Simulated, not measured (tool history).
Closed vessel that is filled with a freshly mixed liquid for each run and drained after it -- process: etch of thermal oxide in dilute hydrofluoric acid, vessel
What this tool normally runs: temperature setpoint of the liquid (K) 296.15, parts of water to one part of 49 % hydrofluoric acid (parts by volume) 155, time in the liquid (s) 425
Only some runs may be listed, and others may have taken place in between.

run,hour,temperature setpoint of the liquid (K),parts of water to one part of 49 % hydrofluoric acid (parts by volume),time in the liquid (s),"read-back film thickness of the thermal oxide reference wafer, read on the same gauge (nm)",thickness taken off the thermal oxide on a monitor wafer (Å)
1,0.0,296.15,115,425,90.02,185.8
2,25.0,296.15,115,425,89.96,185.2
3,83.8,296.15,155,425,89.97,131.0
4,122.6,296.15,155,425,89.98,131.6
5,174.5,296.15,155,425,90.02,131.7
6,204.6,296.15,125,425,90.00,168.8
7,259.8,296.15,125,425,90.02,171.6
8,310.4,296.15,125,425,89.99,169.6
9,366.3,296.15,155,425,90.03,132.5
10,392.8,296.15,155,425,90.00,133.5
11,443.3,296.15,155,425,90.01,132.2
12,473.0,296.15,155,425,89.94,133.5
# hour 494.5: gauge calibrated
13,535.5,296.15,105,425,89.98,206.5
14,607.2,292.15,155,200,90.00,53.3
15,666.2,291.15,155,610,89.99,158.0
16,712.6,292.65,230,270,89.99,47.2
17,772.2,297.65,115,425,89.98,199.9
18,814.1,294.15,110,235,89.97,102.1
19,885.6,294.65,155,425,90.01,128.0
20,911.8,299.65,85,330,90.01,234.4
21,950.2,296.15,175,425,90.01,116.9
# hour 982.7: thermometer replaced
22,1003.4,292.65,175,255,89.97,56.8
23,1040.6,296.15,155,425,90.00,125.1
# hour 1067.6: hydrofluoric acid flow meter replaced
24,1111.5,296.15,90,350,90.03,191.0
25,1141.8,298.15,155,675,90.02,213.2
26,1181.3,296.15,125,425,90.01,162.3
27,1222.0,296.15,120,535,90.00,213.9
28,1268.8,293.65,155,425,89.97,113.4
29,1320.1,296.15,155,425,90.02,125.5
30,1349.8,296.15,180,505,90.01,124.3
31,1413.8,296.15,155,425,90.00,125.4
32,1470.4,299.65,95,425,90.02,256.6
33,1531.5,296.15,155,425,89.98,124.6

Predict the results of run 34:
34,1575.6,291.65,115,425,?,?

read-back film thickness of the thermal oxide reference wafer, read on the same gauge (nm): 89.98
thickness taken off the thermal oxide on a monitor wafer (Å): 147.8
Minus the tool's unlogged condition, the same run would have read thickness taken off the thermal oxide on a monitor wafer (Å) 143.8.

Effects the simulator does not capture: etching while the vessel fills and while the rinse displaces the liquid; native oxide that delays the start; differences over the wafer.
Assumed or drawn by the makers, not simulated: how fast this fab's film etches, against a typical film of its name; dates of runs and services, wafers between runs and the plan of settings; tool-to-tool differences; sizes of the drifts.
